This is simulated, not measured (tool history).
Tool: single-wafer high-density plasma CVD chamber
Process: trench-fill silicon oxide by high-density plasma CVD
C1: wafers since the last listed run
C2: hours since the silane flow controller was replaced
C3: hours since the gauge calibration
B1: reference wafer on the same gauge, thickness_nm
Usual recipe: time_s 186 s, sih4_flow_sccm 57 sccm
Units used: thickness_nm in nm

{"run": 1, "day": 0.0, "time_s": 186, "sih4_flow_sccm": 57, "C1": 0, "C2": 747.9, "C3": 1496.7, "B1": 1279.231, "thickness_nm": 1063.907}
{"run": 2, "day": 4.479, "time_s": 186, "sih4_flow_sccm": 57, "C1": 1126, "C2": 855.4, "C3": 1604.2, "B1": 1280.451, "thickness_nm": 1073.131}
{"run": 3, "day": 6.5, "time_s": 186, "sih4_flow_sccm": 57, "C1": 508, "C2": 903.9, "C3": 1652.7, "B1": 1280.01, "thickness_nm": 1069.416}
{"run": 4, "day": 8.621, "time_s": 186, "sih4_flow_sccm": 57, "C1": 533, "C2": 954.8, "C3": 1703.6, "B1": 1282.858, "thickness_nm": 1061.889}
{"run": 5, "day": 10.496, "time_s": 186, "sih4_flow_sccm": 57, "C1": 471, "C2": 999.8, "C3": 1748.6, "B1": 1278.948, "thickness_nm": 1057.642}
{"run": 6, "day": 12.108, "time_s": 186, "sih4_flow_sccm": 57, "C1": 405, "C2": 1038.5, "C3": 1787.3, "B1": 1279.459, "thickness_nm": 1063.845}
{"run": 7, "day": 13.879, "time_s": 186, "sih4_flow_sccm": 51, "C1": 445, "C2": 1081.0, "C3": 1829.8, "B1": 1279.387, "thickness_nm": 967.029}
{"run": 8, "day": 16.2, "time_s": 186, "sih4_flow_sccm": 51, "C1": 583, "C2": 1136.7, "C3": 1885.5, "B1": 1280.266, "thickness_nm": 966.495}
{"run": 9, "day": 20.508, "time_s": 186, "sih4_flow_sccm": 51, "C1": 1083, "C2": 1240.1, "C3": 1988.9, "B1": 1278.423, "thickness_nm": 972.817}
{"run": 10, "day": 22.992, "time_s": 172, "sih4_flow_sccm": 57, "C1": 624, "C2": 1299.7, "C3": 2048.5, "B1": 1279.898, "thickness_nm": 985.968}
{"run": 11, "day": 34.112, "time_s": 172, "sih4_flow_sccm": 57, "C1": 2797, "C2": 1566.6, "C3": 2315.4, "B1": 1281.337, "thickness_nm": 978.069}
{"run": 12, "day": 37.504, "time_s": 186, "sih4_flow_sccm": 49, "C1": 853, "C2": 1648.0, "C3": 2396.8, "B1": 1281.259, "thickness_nm": 941.093}
{"run": 13, "day": 39.75, "time_s": 186, "sih4_flow_sccm": 49, "C1": 564, "C2": 1701.9, "C3": 2450.7, "B1": 1278.387, "thickness_nm": 940.174}
{"run": 14, "day": 41.946, "time_s": 186, "sih4_flow_sccm": 57, "C1": 552, "C2": 1754.6, "C3": 2503.4, "B1": 1280.016, "thickness_nm": 1063.846}
{"run": 15, "day": 43.962, "time_s": 186, "sih4_flow_sccm": 57, "C1": 507, "C2": 1803.0, "C3": 2551.8, "B1": 1278.711, "thickness_nm": 1062.482}
{"run": 16, "day": 48.033, "time_s": 186, "sih4_flow_sccm": 57, "C1": 1023, "C2": 1900.7, "C3": 2649.5, "B1": 1279.881, "thickness_nm": 1063.123}
{"day": 51.404, "done": "silane flow controller replaced"}
{"run": 17, "day": 52.162, "time_s": 208, "sih4_flow_sccm": 57, "C1": 954, "C2": 18.2, "C3": 2748.6, "B1": 1281.503, "thickness_nm": 1170.416}
{"run": 18, "day": 54.208, "time_s": 198, "sih4_flow_sccm": 57, "C1": 514, "C2": 67.3, "C3": 2797.7, "B1": 1281.336, "thickness_nm": 1106.506}
{"run": 19, "day": 58.5, "time_s": 198, "sih4_flow_sccm": 57, "C1": 1079, "C2": 170.3, "C3": 2900.7, "B1": 1280.362, "thickness_nm": 1106.71}
{"run": 20, "day": 61.458, "time_s": 198, "sih4_flow_sccm": 57, "C1": 744, "C2": 241.3, "C3": 2971.7, "B1": 1281.774, "thickness_nm": 1099.113}
{"run": 21, "day": 65.292, "time_s": 198, "sih4_flow_sccm": 61, "C1": 964, "C2": 333.3, "C3": 3063.7, "B1": 1278.79, "thickness_nm": 1174.896}
{"run": 22, "day": 66.871, "time_s": 158, "sih4_flow_sccm": 57, "C1": 397, "C2": 371.2, "C3": 3101.6, "B1": 1278.098, "thickness_nm": 882.959}
{"run": 23, "day": 70.092, "time_s": 186, "sih4_flow_sccm": 57, "C1": 810, "C2": 448.5, "C3": 3178.9, "B1": 1282.06, "thickness_nm": 1024.237}
{"run": 24, "day": 73.55, "time_s": 164, "sih4_flow_sccm": 48, "C1": 869, "C2": 531.5, "C3": 3261.9, "B1": 1280.492, "thickness_nm": 788.535}
{"run": 25, "day": 76.171, "time_s": 158, "sih4_flow_sccm": 51, "C1": 659, "C2": 594.4, "C3": 3324.8, "B1": 1280.176, "thickness_nm": 794.597}
{"day": 79.062, "done": "silane flow controller replaced, repeated, since the last time left the tool worse"}
{"day": 79.221, "done": "gauge calibrated"}
{"run": 26, "day": 79.458, "time_s": 202, "sih4_flow_sccm": 61, "C1": 743, "C2": 9.5, "C3": 5.7, "B1": 1278.058, "thickness_nm": 1251.556}
{"run": 27, "day": 82.004, "time_s": 204, "sih4_flow_sccm": 49, "C1": 640, "C2": 70.6, "C3": 66.8, "B1": 1280.408, "thickness_nm": 1056.972}
{"run": 28, "day": 85.812, "time_s": 222, "sih4_flow_sccm": 67, "C1": 957, "C2": 162.0, "C3": 158.2, "B1": 1279.353, "thickness_nm": 1483.846}
{"run": 29, "day": 89.562, "time_s": 163, "sih4_flow_sccm": 49, "C1": 943, "C2": 252.0, "C3": 248.2, "B1": 1282.074, "thickness_nm": 842.38}
{"run": 30, "day": 93.1, "time_s": 175, "sih4_flow_sccm": 63, "C1": 889, "C2": 336.9, "C3": 333.1, "B1": 1280.346, "thickness_nm": 1110.861}
{"run": 31, "day": 97.533, "time_s": 172, "sih4_flow_sccm": 57, "C1": 1115, "C2": 443.3, "C3": 439.5, "B1": 1280.235, "thickness_nm": 992.936}
{"run": 32, "day": 100.438, "time_s": 219, "sih4_flow_sccm": 48, "C1": 730, "C2": 513.0, "C3": 509.2, "B1": 1279.516, "thickness_nm": 1098.392}
{"run": 33, "day": 102.571, "time_s": 186, "sih4_flow_sccm": 57, "C1": 536, "C2": 564.2, "C3": 560.4, "B1": 1279.203, "thickness_nm": 1072.985}
{"run": 34, "day": 104.742, "time_s": 186, "sih4_flow_sccm": 57, "C1": 545, "C2": 616.3, "C3": 612.5, "B1": 1279.175, "thickness_nm": 1069.644}
{"run": 35, "day": 108.183, "time_s": 155, "sih4_flow_sccm": 66, "C1": 865, "C2": 698.9, "C3": 695.1, "B1": 1281.356, "thickness_nm": 1006.411}
{"run": 36, "day": 109.883, "time_s": 186, "sih4_flow_sccm": 57, "C1": 427, "C2": 739.7, "C3": 735.9, "B1": 1280.947, "thickness_nm": 1070.764}
{"run": 37, "day": 113.667, "time_s": 166, "sih4_flow_sccm": 57, "C1": 951, "C2": 830.5, "C3": 826.7, "B1": 1279.291, "thickness_nm": 959.407}
{"run": 38, "day": 116.938, "time_s": 150, "sih4_flow_sccm": 57, "C1": 822, "C2": 909.0, "C3": 905.2, "B1": 1279.402, "thickness_nm": 867.333}
{"run": 39, "day": 119.225, "time_s": 156, "sih4_flow_sccm": 65, "C1": 575, "C2": 963.9, "C3": 960.1, "B1": 1278.764, "thickness_nm": 1004.687}
{"run": 40, "day": 122.642, "time_s": 170, "sih4_flow_sccm": 53, "C1": 859, "C2": 1045.9, "C3": 1042.1, "B1": 1279.285, "thickness_nm": 923.895}
{"run": 41, "day": 125.317, "time_s": 160, "sih4_flow_sccm": 67, "C1": 672, "C2": 1110.1, "C3": 1106.3, "B1": 1281.607, "thickness_nm": 1052.538}

Hidden condition of the tool, last listed run before each entry between runs versus first listed run after:
Between runs 16 and 17: silane flow controller replaced (day 51.404)
  delivered silane flow above the setpoint (%): -3.61 -> -5.62
  difference, measured minus the result without the unlogged condition, thickness_nm: -33.177 -> -57.919 nm
Between runs 25 and 26: silane flow controller replaced, repeated, since the last time left the tool worse (day 79.062); gauge calibrated (day 79.221)
  delivered silane flow above the setpoint (%): -7.49 -> -0.326
  difference, measured minus the result without the unlogged condition, thickness_nm: -53.279 -> -3.432 nm
